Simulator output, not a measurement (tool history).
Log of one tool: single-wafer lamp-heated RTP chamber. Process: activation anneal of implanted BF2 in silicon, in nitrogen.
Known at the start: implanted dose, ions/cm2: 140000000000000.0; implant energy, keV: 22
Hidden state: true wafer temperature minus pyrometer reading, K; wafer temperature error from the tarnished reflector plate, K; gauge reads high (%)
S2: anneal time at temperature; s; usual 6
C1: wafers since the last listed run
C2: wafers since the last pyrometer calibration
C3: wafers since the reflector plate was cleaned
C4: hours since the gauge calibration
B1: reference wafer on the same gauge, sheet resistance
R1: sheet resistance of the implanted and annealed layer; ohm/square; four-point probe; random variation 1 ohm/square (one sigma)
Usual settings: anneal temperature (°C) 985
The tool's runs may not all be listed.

run 1 hour=0.0 | anneal_temperature_(°C)=985 S2=6 | C1=0 C2=6957 C3=3717 C4=306.9 | B1=635.06 | R1=703.34
run 2 hour=11.0 | anneal_temperature_(°C)=985 S2=6 | C1=149 C2=7107 C3=3867 C4=317.9 | B1=635.10 | R1=703.50
run 3 hour=27.7 | anneal_temperature_(°C)=985 S2=6 | C1=227 C2=7335 C3=4094 C4=334.6 | B1=635.10 | R1=704.67
run 4 hour=43.6 | anneal_temperature_(°C)=985 S2=6 | C1=216 C2=7551 C3=4311 C4=350.5 | B1=635.60 | R1=705.56
run 5 hour=52.6 | anneal_temperature_(°C)=985 S2=6 | C1=122 C2=7674 C3=4433 C4=359.5 | B1=635.72 | R1=705.15
run 6 hour=66.4 | anneal_temperature_(°C)=985 S2=6 | C1=187 C2=7862 C3=4621 C4=373.3 | B1=635.48 | R1=706.15
run 7 hour=84.4 | anneal_temperature_(°C)=985 S2=6 | C1=245 C2=8107 C3=4866 C4=391.3 | B1=635.60 | R1=705.06
run 8 hour=96.8 | anneal_temperature_(°C)=985 S2=6 | C1=168 C2=8276 C3=5035 C4=403.7 | B1=636.04 | R1=705.82
run 9 hour=105.1 | anneal_temperature_(°C)=985 S2=6 | C1=113 C2=8389 C3=5148 C4=412.0 | B1=635.98 | R1=704.48
run 10 hour=112.1 | anneal_temperature_(°C)=985 S2=6 | C1=95 C2=8484 C3=5244 C4=419.0 | B1=635.89 | R1=704.04
run 11 hour=128.1 | anneal_temperature_(°C)=985 S2=6 | C1=217 C2=8702 C3=5462 C4=435.0 | B1=635.91 | R1=704.15
-- hour=130.7 gauge calibrated
-- hour=141.0 pyrometer window cleaned and pyrometer calibrated
run 12 hour=141.5 | anneal_temperature_(°C)=985 S2=6 | C1=73 C2=7 C3=5535 C4=10.8 | B1=625.53 | R1=694.03
run 13 hour=144.2 | anneal_temperature_(°C)=985 S2=6 | C1=36 C2=43 C3=5572 C4=13.5 | B1=626.07 | R1=692.69
run 14 hour=159.3 | anneal_temperature_(°C)=985 S2=6 | C1=205 C2=249 C3=5778 C4=28.6 | B1=627.46 | R1=695.10
run 15 hour=174.5 | anneal_temperature_(°C)=985 S2=6 | C1=207 C2=456 C3=5985 C4=43.8 | B1=628.17 | R1=696.04
run 16 hour=182.7 | anneal_temperature_(°C)=985 S2=6 | C1=111 C2=568 C3=6096 C4=52.0 | B1=628.56 | R1=696.14
-- hour=197.2 reflector plate cleaned
run 17 hour=197.7 | anneal_temperature_(°C)=1014 S2=3 | C1=95 C2=663 C3=6 C4=67.0 | B1=628.90 | R1=691.29
run 18 hour=198.1 | anneal_temperature_(°C)=959 S2=9 | C1=5 C2=669 C3=12 C4=67.4 | B1=629.14 | R1=717.63
run 19 hour=211.0 | anneal_temperature_(°C)=985 S2=9 | C1=175 C2=844 C3=187 C4=80.3 | B1=629.99 | R1=696.09
run 20 hour=219.2 | anneal_temperature_(°C)=1002 S2=8 | C1=111 C2=956 C3=299 C4=88.5 | B1=630.01 | R1=691.38
run 21 hour=233.1 | anneal_temperature_(°C)=996 S2=9 | C1=189 C2=1145 C3=488 C4=102.4 | B1=630.56 | R1=692.52
run 22 hour=240.8 | anneal_temperature_(°C)=970 S2=3 | C1=104 C2=1250 C3=593 C4=110.1 | B1=631.07 | R1=713.33
run 23 hour=255.7 | anneal_temperature_(°C)=985 S2=5 | C1=202 C2=1453 C3=796 C4=125.0 | B1=631.48 | R1=700.22
run 24 hour=262.2 | anneal_temperature_(°C)=958 S2=6 | C1=88 C2=1542 C3=885 C4=131.5 | B1=631.80 | R1=722.23
run 25 hour=297.0 | anneal_temperature_(°C)=985 S2=6 | C1=474 C2=2016 C3=1359 C4=166.3 | B1=632.73 | R1=702.63
run 26 hour=311.4 | anneal_temperature_(°C)=995 S2=3 | C1=196 C2=2212 C3=1555 C4=180.7 | B1=632.87 | R1=701.52
run 27 hour=324.8 | anneal_temperature_(°C)=1013 S2=6 | C1=182 C2=2394 C3=1737 C4=194.1 | B1=633.17 | R1=694.73
run 28 hour=338.0 | anneal_temperature_(°C)=985 S2=3 | C1=179 C2=2574 C3=1917 C4=207.3 | B1=633.43 | R1=705.48
run 29 hour=355.1 | anneal_temperature_(°C)=1012 S2=9 | C1=232 C2=2807 C3=2150 C4=224.4 | B1=633.86 | R1=692.80

3 ways to go on from here, each from the tool as it stands after run 29. What would each give?
run A hour=355.5 | anneal_temperature_(°C)=1009 S2=6 | C1=5 C2=2813 C3=2156 C4=224.8 | B1=? | R1=?
run B hour=355.5 | anneal_temperature_(°C)=996 S2=5 | C1=5 C2=2813 C3=2156 C4=224.8 | B1=? | R1=?
run C hour=355.5 | anneal_temperature_(°C)=961 S2=7 | C1=5 C2=2813 C3=2156 C4=224.8 | B1=? | R1=?

run=A B1=633.77 R1=697.27
run=B B1=633.77 R1=701.29
run=C B1=633.77 R1=722.48
Without the tool's hidden state the same runs would have given:
run=A R1=686.57
run=B R1=690.53
run=C R1=711.40
